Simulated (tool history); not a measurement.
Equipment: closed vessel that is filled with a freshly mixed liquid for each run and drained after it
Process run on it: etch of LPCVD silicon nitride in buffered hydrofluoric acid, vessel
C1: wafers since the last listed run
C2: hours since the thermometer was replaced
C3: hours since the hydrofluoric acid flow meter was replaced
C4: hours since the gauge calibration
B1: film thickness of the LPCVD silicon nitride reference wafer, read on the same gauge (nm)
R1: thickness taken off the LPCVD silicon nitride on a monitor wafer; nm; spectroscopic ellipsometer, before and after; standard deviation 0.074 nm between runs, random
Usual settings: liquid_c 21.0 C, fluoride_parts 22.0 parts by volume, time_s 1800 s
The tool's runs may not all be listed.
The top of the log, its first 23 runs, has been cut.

{"run": 24, "hour": 541.8, "liquid_c": 25.5, "fluoride_parts": 14.5, "time_s": 1020, "C1": 773, "C2": 181.0, "C3": 271.1, "C4": 271.2, "B1": 130.01, "R1": 13.48}
{"run": 25, "hour": 554.0, "liquid_c": 21.0, "fluoride_parts": 22.0, "time_s": 1800, "C1": 582, "C2": 193.2, "C3": 283.3, "C4": 283.4, "B1": 130.01, "R1": 12.69}
{"run": 26, "hour": 574.3, "liquid_c": 24.0, "fluoride_parts": 14.0, "time_s": 1800, "C1": 969, "C2": 213.5, "C3": 303.6, "C4": 303.7, "B1": 129.99, "R1": 22.8}
{"run": 27, "hour": 672.6, "liquid_c": 21.0, "fluoride_parts": 22.0, "time_s": 1800, "C1": 4695, "C2": 311.8, "C3": 401.9, "C4": 402.0, "B1": 130.0, "R1": 12.97}
{"run": 28, "hour": 703.1, "liquid_c": 26.0, "fluoride_parts": 25.0, "time_s": 2435, "C1": 1456, "C2": 342.3, "C3": 432.4, "C4": 432.5, "B1": 129.99, "R1": 21.29}
{"run": 29, "hour": 718.2, "liquid_c": 18.0, "fluoride_parts": 22.0, "time_s": 945, "C1": 721, "C2": 357.4, "C3": 447.5, "C4": 447.6, "B1": 129.97, "R1": 5.77}
{"run": 30, "hour": 740.5, "liquid_c": 21.0, "fluoride_parts": 22.0, "time_s": 1800, "C1": 1065, "C2": 379.7, "C3": 469.8, "C4": 469.9, "B1": 130.02, "R1": 12.84}
{"run": 31, "hour": 774.4, "liquid_c": 19.5, "fluoride_parts": 19.5, "time_s": 2865, "C1": 1619, "C2": 413.6, "C3": 503.7, "C4": 503.8, "B1": 129.98, "R1": 20.83}

Below are 5 alternative next runs, each starting from the tool's condition after run 31. Predict each:
{"run": "A", "hour": 775.6, "liquid_c": 21.0, "fluoride_parts": 26.0, "time_s": 1800, "C1": 57, "C2": 414.8, "C3": 504.9, "C4": 505.0, "B1": "?", "R1": "?"}
{"run": "B", "hour": 775.6, "liquid_c": 24.5, "fluoride_parts": 22.0, "time_s": 1800, "C1": 57, "C2": 414.8, "C3": 504.9, "C4": 505.0, "B1": "?", "R1": "?"}
{"run": "C", "hour": 775.6, "liquid_c": 24.0, "fluoride_parts": 16.0, "time_s": 2685, "C1": 57, "C2": 414.8, "C3": 504.9, "C4": 505.0, "B1": "?", "R1": "?"}
{"run": "D", "hour": 775.6, "liquid_c": 25.5, "fluoride_parts": 22.0, "time_s": 1800, "C1": 57, "C2": 414.8, "C3": 504.9, "C4": 505.0, "B1": "?", "R1": "?"}
{"run": "E", "hour": 775.6, "liquid_c": 17.0, "fluoride_parts": 17.5, "time_s": 1800, "C1": 57, "C2": 414.8, "C3": 504.9, "C4": 505.0, "B1": "?", "R1": "?"}

run=A B1=129.99 R1=11.63
run=B B1=129.99 R1=15.82
run=C B1=129.99 R1=30.54
run=D B1=129.99 R1=16.70
run=E B1=129.99 R1=12.69
Stripped of hidden state, with their random variation kept, the same runs would have yielded:
run=A R1=11.24
run=B R1=15.30
run=C R1=29.54
run=D R1=16.16
run=E R1=12.26

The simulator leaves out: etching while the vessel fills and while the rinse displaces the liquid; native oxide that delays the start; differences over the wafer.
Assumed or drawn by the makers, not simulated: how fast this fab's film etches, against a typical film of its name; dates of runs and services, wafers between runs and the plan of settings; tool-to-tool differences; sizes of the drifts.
